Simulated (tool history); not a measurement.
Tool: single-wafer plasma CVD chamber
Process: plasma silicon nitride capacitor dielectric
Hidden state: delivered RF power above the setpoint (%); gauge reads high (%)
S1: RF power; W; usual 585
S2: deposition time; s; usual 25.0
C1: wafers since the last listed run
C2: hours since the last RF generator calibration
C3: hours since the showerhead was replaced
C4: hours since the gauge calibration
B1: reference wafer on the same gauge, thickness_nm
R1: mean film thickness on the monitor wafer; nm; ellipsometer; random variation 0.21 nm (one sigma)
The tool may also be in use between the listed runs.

| run | hour | S1 | S2 | C1 | C2 | C3 | C4 | B1 | R1 |
|---|---|---|---|---|---|---|---|---|---|
| 1 | 0.0 | 585 | 25.0 | 0 | 593.5 | 2147.5 | 118.0 | 36.721 | 41.886 |
| 2 | 10.0 | 645 | 25.0 | 326 | 603.5 | 2157.5 | 128.0 | 36.700 | 43.737 |
| 3 | 23.0 | 645 | 25.0 | 424 | 616.5 | 2170.5 | 141.0 | 36.744 | 43.683 |
| 4 | 37.9 | 645 | 25.0 | 486 | 631.4 | 2185.4 | 155.9 | 36.687 | 43.291 |
| 5 | 54.3 | 500 | 25.0 | 535 | 647.8 | 2201.8 | 172.3 | 36.616 | 39.625 |
| 6 | 62.8 | 500 | 25.0 | 277 | 656.3 | 2210.3 | 180.8 | 36.709 | 39.701 |
| 7 | 77.4 | 585 | 28.6 | 476 | 670.9 | 2224.9 | 195.4 | 36.687 | 48.240 |
| 8 | 87.2 | 585 | 25.0 | 320 | 680.7 | 2234.7 | 205.2 | 36.665 | 41.831 |
| 9 | 94.0 | 585 | 25.0 | 222 | 687.5 | 2241.5 | 212.0 | 36.677 | 41.765 |
| 10 | 103.5 | 585 | 25.0 | 310 | 697.0 | 2251.0 | 221.5 | 36.637 | 41.950 |
| 11 | 116.0 | 670 | 25.0 | 408 | 709.5 | 2263.5 | 234.0 | 36.679 | 44.370 |
| 12 | 132.6 | 670 | 25.0 | 542 | 726.1 | 2280.1 | 250.6 | 36.701 | 44.190 |
| 13 | 143.9 | 670 | 25.0 | 369 | 737.4 | 2291.4 | 261.9 | 36.720 | 44.161 |
| 14 | 153.6 | 585 | 23.7 | 316 | 747.1 | 2301.1 | 271.6 | 36.710 | 39.822 |
| 15 | 164.3 | 585 | 23.7 | 349 | 757.8 | 2311.8 | 282.3 | 36.733 | 39.883 |
| 16 | 175.7 | 585 | 23.7 | 372 | 769.2 | 2323.2 | 293.7 | 36.663 | 39.998 |
| 17 | 193.4 | 585 | 25.0 | 578 | 786.9 | 2340.9 | 311.4 | 36.669 | 41.714 |
| 18 | 203.9 | 585 | 25.0 | 343 | 797.4 | 2351.4 | 321.9 | 36.686 | 42.136 |
| 19 | 219.9 | 585 | 25.0 | 522 | 813.4 | 2367.4 | 337.9 | 36.675 | 41.899 |
| 20 | 232.4 | 530 | 21.6 | 408 | 825.9 | 2379.9 | 350.4 | 36.711 | 34.875 |
| 21 | 244.5 | 515 | 21.0 | 395 | 838.0 | 2392.0 | 362.5 | 36.698 | 33.572 |
|  | 249.9 | gauge calibrated |
|  | 259.6 | showerhead replaced |
| 22 | 260.1 | 690 | 27.1 | 248 | 853.6 | 0.5 | 10.2 | 36.759 | 48.194 |
| 23 | 292.0 | 585 | 25.0 | 1042 | 885.5 | 32.4 | 42.1 | 36.718 | 41.694 |
| 24 | 304.1 | 635 | 25.0 | 395 | 897.6 | 44.5 | 54.2 | 36.620 | 43.002 |
| 25 | 317.0 | 585 | 25.0 | 421 | 910.5 | 57.4 | 67.1 | 36.705 | 41.961 |
| 26 | 323.4 | 585 | 25.0 | 209 | 916.9 | 63.8 | 73.5 | 36.639 | 41.824 |
|  | 346.4 | RF generator calibrated |
| 27 | 346.9 | 495 | 25.0 | 506 | 0.5 | 87.3 | 97.0 | 36.750 | 39.152 |
| 28 | 352.5 | 585 | 23.7 | 182 | 6.1 | 92.9 | 102.6 | 36.675 | 39.651 |
| 29 | 365.0 | 585 | 21.9 | 408 | 18.6 | 105.4 | 115.1 | 36.727 | 36.828 |
| 30 | 375.5 | 525 | 22.9 | 343 | 29.1 | 115.9 | 125.6 | 36.733 | 36.698 |
| 31 | 408.9 | 500 | 21.4 | 1091 | 62.5 | 149.3 | 159.0 | 36.691 | 33.736 |
| 32 | 417.2 | 645 | 21.9 | 271 | 70.8 | 157.6 | 167.3 | 36.688 | 38.154 |
| 33 | 425.8 | 530 | 20.1 | 280 | 79.4 | 166.2 | 175.9 | 36.773 | 32.831 |
| 34 | 447.0 | 700 | 20.7 | 692 | 100.6 | 187.4 | 197.1 | 36.665 | 37.169 |
| 35 | 473.9 | 635 | 28.2 | 878 | 127.5 | 214.3 | 224.0 | 36.682 | 48.479 |
| 36 | 489.6 | 475 | 20.6 | 512 | 143.2 | 230.0 | 239.7 | 36.699 | 31.973 |
| 37 | 499.0 | 500 | 25.0 | 307 | 152.6 | 239.4 | 249.1 | 36.724 | 39.837 |
| 38 | 505.3 | 585 | 26.3 | 205 | 158.9 | 245.7 | 255.4 | 36.784 | 44.660 |
| 39 | 523.1 | 585 | 21.2 | 581 | 176.7 | 263.5 | 273.2 | 36.714 | 35.369 |
| 40 | 537.1 | 645 | 29.2 | 457 | 190.7 | 277.5 | 287.2 | 36.714 | 50.963 |
| 41 | 549.0 | 555 | 20.1 | 388 | 202.6 | 289.4 | 299.1 | 36.691 | 33.099 |
| 42 | 563.1 | 585 | 25.0 | 460 | 216.7 | 303.5 | 313.2 | 36.674 | 42.022 |
| 43 | 573.2 | 500 | 25.0 | 329 | 226.8 | 313.6 | 323.3 | 36.694 | 39.782 |

5 ways to go on from here, each from the tool as it stands after run 43. What would each give?
| A | 573.6 | 625 | 25.0 | 13 | 227.2 | 314.0 | 323.7 | ? | ? |
| B | 573.6 | 585 | 27.2 | 13 | 227.2 | 314.0 | 323.7 | ? | ? |
| C | 573.6 | 585 | 29.9 | 13 | 227.2 | 314.0 | 323.7 | ? | ? |
| D | 573.6 | 480 | 25.0 | 13 | 227.2 | 314.0 | 323.7 | ? | ? |
| E | 573.6 | 475 | 21.3 | 13 | 227.2 | 314.0 | 323.7 | ? | ? |

| run | B1 | R1 |
|---|---|---|
| A | 36.754 | 42.996 |
| B | 36.754 | 45.629 |
| C | 36.754 | 50.158 |
| D | 36.754 | 38.817 |
| E | 36.754 | 32.932 |
Without the tool's hidden state the same runs would have given:
| run | R1 |
|---|---|
| A | 42.996 |
| B | 45.629 |
| C | 50.158 |
| D | 38.817 |
| E | 32.932 |
